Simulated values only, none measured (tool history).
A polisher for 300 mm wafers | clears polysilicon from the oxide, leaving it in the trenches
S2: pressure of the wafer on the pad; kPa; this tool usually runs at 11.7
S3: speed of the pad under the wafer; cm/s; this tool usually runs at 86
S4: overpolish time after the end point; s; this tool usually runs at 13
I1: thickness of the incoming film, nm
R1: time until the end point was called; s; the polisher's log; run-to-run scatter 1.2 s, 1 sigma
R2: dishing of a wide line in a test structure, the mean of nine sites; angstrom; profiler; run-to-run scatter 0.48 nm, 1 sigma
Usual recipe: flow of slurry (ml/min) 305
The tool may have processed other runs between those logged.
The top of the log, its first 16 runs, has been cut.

Run 17, day 38.683: usual settings; I1 611.3. Result: R1 85.0 s, R2 337 angstrom.
Run 18, day 41.492: usual settings but S4 17 s; I1 616.8. Result: R1 83.6 s, R2 357 angstrom.
Run 19, day 43.438: usual settings but S3 96 cm/s; I1 597.8. Result: R1 76.8 s, R2 335 angstrom.
Run 20, day 45.146: usual settings; I1 619.1. Result: R1 87.9 s, R2 325 angstrom.
Run 21, day 46.229: usual settings but S4 19 s; I1 616.7. Result: R1 87.5 s, R2 348 angstrom.
At day 46.729: worn pad replaced by a new one.
Run 22, day 48.733: usual settings; I1 613.1. Result: R1 88.9 s, R2 331 angstrom.
Run 23, day 50.879: usual settings but S2 7.6 kPa; I1 617.3. Result: R1 133.8 s, R2 294 angstrom.
Run 24, day 52.392: usual settings but flow of slurry (ml/min) 370, S3 98 cm/s; I1 612.4. Result: R1 76.3 s, R2 337 angstrom.
At day 53.792: head pressure recalibrated.
Run 25, day 54.992: usual settings; I1 623.9. Result: R1 78.5 s, R2 347 angstrom.
Run 26, day 63.604: usual settings but flow of slurry (ml/min) 370; I1 611.4. Result: R1 83.9 s, R2 341 angstrom.
Run 27, day 65.508: usual settings but flow of slurry (ml/min) 330; I1 613.4. Result: R1 85.0 s, R2 338 angstrom.
At day 66.358: slurry nozzle cleaned.
Run 28, day 67.258: usual settings but S3 106 cm/s, S4 21 s; I1 601.5. Result: R1 69.4 s, R2 349 angstrom.
At day 68.854: worn pad replaced by a new one.
Run 29, day 69.517: usual settings but flow of slurry (ml/min) 270, S4 11 s; I1 610.2. Result: R1 85.7 s, R2 323 angstrom.
Run 30, day 72.429: usual settings but S3 58 cm/s, S4 9 s; I1 609.0. Result: R1 118.4 s, R2 262 angstrom.
Run 31, day 74.229: usual settings but S2 10.3 kPa, S3 106 cm/s, S4 16 s; I1 608.8. Result: R1 79.9 s, R2 349 angstrom.
At day 74.817: head pressure recalibrated.
Run 32, day 76.242: usual settings but S3 64 cm/s; I1 610.2. Result: R1 100.6 s, R2 325 angstrom.
Run 33, day 77.833: usual settings but S3 64 cm/s, S4 20 s; I1 600.6. Result: R1 98.2 s, R2 339 angstrom.
Run 34, day 79.233: usual settings but flow of slurry (ml/min) 250, S2 9.7 kPa; I1 606.4. Result: R1 100.4 s, R2 318 angstrom.
Run 35, day 80.492: usual settings but flow of slurry (ml/min) 375; I1 610.6. Result: R1 79.4 s, R2 333 angstrom.

3 options for the next run, each taken on its own from the tool as it stands now. Forecast them:
Run A, day 80.512: usual settings but S4 7 s; I1 606.4. Result: R1 ?, R2 ?.
Run B, day 80.512: usual settings but flow of slurry (ml/min) 200, S2 14.5 kPa; I1 606.4. Result: R1 ?, R2 ?.
Run C, day 80.512: usual settings but S2 9.7 kPa, S3 72 cm/s, S4 17 s; I1 606.4. Result: R1 ?, R2 ?.

run     R1   R2
  A   79.6  283
  B   67.5  346
  C  112.9  333
What these runs would have given with no unlogged condition in the tool:
run     R1   R2
  A   73.8  291
  B   62.5  349
  C  104.6  338
